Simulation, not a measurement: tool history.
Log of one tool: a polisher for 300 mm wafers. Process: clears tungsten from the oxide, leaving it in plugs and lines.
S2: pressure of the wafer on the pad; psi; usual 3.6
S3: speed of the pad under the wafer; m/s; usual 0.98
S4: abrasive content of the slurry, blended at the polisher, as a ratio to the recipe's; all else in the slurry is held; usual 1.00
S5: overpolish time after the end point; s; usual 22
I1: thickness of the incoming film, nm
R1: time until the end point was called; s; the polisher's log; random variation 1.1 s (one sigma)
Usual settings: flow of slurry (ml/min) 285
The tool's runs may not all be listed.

run 1 hour=0.0 | flow_of_slurry_(ml/min)=285 S2=4.1 S3=0.98 S4=1.00 S5=22 | I1=353.3 | R1=73.3
run 2 hour=62.3 | flow_of_slurry_(ml/min)=285 S2=3.6 S3=0.98 S4=1.00 S5=22 | I1=360.5 | R1=82.5
-- hour=103.0 slurry blender recalibrated, repeated, since the last time left the tool worse
-- hour=127.9 head pressure recalibrated
run 3 hour=161.3 | flow_of_slurry_(ml/min)=285 S2=3.6 S3=0.98 S4=1.00 S5=22 | I1=353.3 | R1=72.6
-- hour=178.7 slurry tank refilled with fresh slurry and peroxide
run 4 hour=217.3 | flow_of_slurry_(ml/min)=285 S2=3.6 S3=0.98 S4=1.00 S5=22 | I1=356.3 | R1=74.1
-- hour=254.5 slurry nozzle cleaned
run 5 hour=254.8 | flow_of_slurry_(ml/min)=285 S2=3.6 S3=0.98 S4=1.00 S5=25 | I1=352.4 | R1=74.5
run 6 hour=345.9 | flow_of_slurry_(ml/min)=285 S2=3.6 S3=0.78 S4=1.00 S5=22 | I1=357.2 | R1=95.0
run 7 hour=427.9 | flow_of_slurry_(ml/min)=285 S2=3.6 S3=0.98 S4=1.00 S5=14 | I1=352.6 | R1=74.9
run 8 hour=476.8 | flow_of_slurry_(ml/min)=190 S2=4.4 S3=0.98 S4=1.00 S5=22 | I1=350.0 | R1=65.6
run 9 hour=519.2 | flow_of_slurry_(ml/min)=345 S2=3.1 S3=1.26 S4=1.00 S5=15 | I1=348.7 | R1=65.8
-- hour=542.7 worn pad replaced by a new one
run 10 hour=607.0 | flow_of_slurry_(ml/min)=365 S2=3.6 S3=0.98 S4=1.00 S5=22 | I1=354.7 | R1=73.4
run 11 hour=645.8 | flow_of_slurry_(ml/min)=285 S2=3.6 S3=0.98 S4=1.00 S5=22 | I1=354.2 | R1=76.3
run 12 hour=734.2 | flow_of_slurry_(ml/min)=285 S2=4.2 S3=0.98 S4=1.10 S5=31 | I1=356.1 | R1=64.4
-- hour=782.3 slurry tank refilled with fresh slurry and peroxide
run 13 hour=824.6 | flow_of_slurry_(ml/min)=360 S2=4.8 S3=0.98 S4=1.00 S5=13 | I1=352.2 | R1=58.3
-- hour=843.8 slurry blender recalibrated
run 14 hour=886.1 | flow_of_slurry_(ml/min)=285 S2=2.8 S3=0.98 S4=1.00 S5=22 | I1=355.3 | R1=97.3
run 15 hour=983.5 | flow_of_slurry_(ml/min)=285 S2=3.6 S3=1.10 S4=0.75 S5=26 | I1=351.8 | R1=68.6
-- hour=992.0 slurry nozzle cleaned
-- hour=1177.3 head pressure recalibrated
run 16 hour=1197.7 | flow_of_slurry_(ml/min)=285 S2=3.1 S3=1.32 S4=0.75 S5=12 | I1=353.3 | R1=70.3
run 17 hour=1235.0 | flow_of_slurry_(ml/min)=285 S2=3.6 S3=1.22 S4=1.00 S5=22 | I1=357.3 | R1=62.5
-- hour=1301.2 worn pad replaced by a new one
run 18 hour=1305.4 | flow_of_slurry_(ml/min)=365 S2=3.6 S3=0.98 S4=1.00 S5=22 | I1=351.2 | R1=72.8
run 19 hour=1399.3 | flow_of_slurry_(ml/min)=285 S2=4.2 S3=0.68 S4=1.30 S5=26 | I1=353.5 | R1=87.8
-- hour=1428.9 slurry tank refilled with fresh slurry and peroxide
run 20 hour=1479.1 | flow_of_slurry_(ml/min)=380 S2=3.1 S3=1.06 S4=1.00 S5=33 | I1=356.1 | R1=81.3
-- hour=1524.1 slurry blender recalibrated
run 21 hour=1524.6 | flow_of_slurry_(ml/min)=285 S2=4.3 S3=0.98 S4=1.00 S5=22 | I1=357.3 | R1=62.2
-- hour=1570.9 slurry nozzle cleaned
run 22 hour=1585.8 | flow_of_slurry_(ml/min)=385 S2=3.6 S3=0.98 S4=1.00 S5=22 | I1=353.1 | R1=72.0
run 23 hour=1659.6 | flow_of_slurry_(ml/min)=285 S2=3.6 S3=0.98 S4=1.25 S5=10 | I1=357.1 | R1=72.7
run 24 hour=1706.9 | flow_of_slurry_(ml/min)=255 S2=3.6 S3=0.98 S4=1.00 S5=28 | I1=359.5 | R1=74.8
run 25 hour=1745.8 | flow_of_slurry_(ml/min)=285 S2=3.6 S3=0.98 S4=1.00 S5=22 | I1=358.8 | R1=76.9
run 26 hour=1803.6 | flow_of_slurry_(ml/min)=285 S2=3.6 S3=0.98 S4=1.00 S5=22 | I1=351.0 | R1=74.1

4 ways to go on from here, each from the tool as it stands after run 26. What would each give?
run A hour=1804.1 | flow_of_slurry_(ml/min)=285 S2=3.6 S3=0.98 S4=1.00 S5=22 | I1=354.8 | R1=?
run B hour=1804.1 | flow_of_slurry_(ml/min)=310 S2=4.1 S3=0.84 S4=1.00 S5=16 | I1=354.8 | R1=?
run C hour=1804.1 | flow_of_slurry_(ml/min)=285 S2=3.2 S3=0.98 S4=1.00 S5=22 | I1=354.8 | R1=?
run D hour=1804.1 | flow_of_slurry_(ml/min)=285 S2=3.6 S3=1.30 S4=1.00 S5=31 | I1=354.8 | R1=?

run=A R1=76.0
run=B R1=77.2
run=C R1=85.5
run=D R1=57.3
Without the tool's hidden state the same runs would have given:
run=A R1=74.7
run=B R1=75.9
run=C R1=84.0
run=D R1=56.3

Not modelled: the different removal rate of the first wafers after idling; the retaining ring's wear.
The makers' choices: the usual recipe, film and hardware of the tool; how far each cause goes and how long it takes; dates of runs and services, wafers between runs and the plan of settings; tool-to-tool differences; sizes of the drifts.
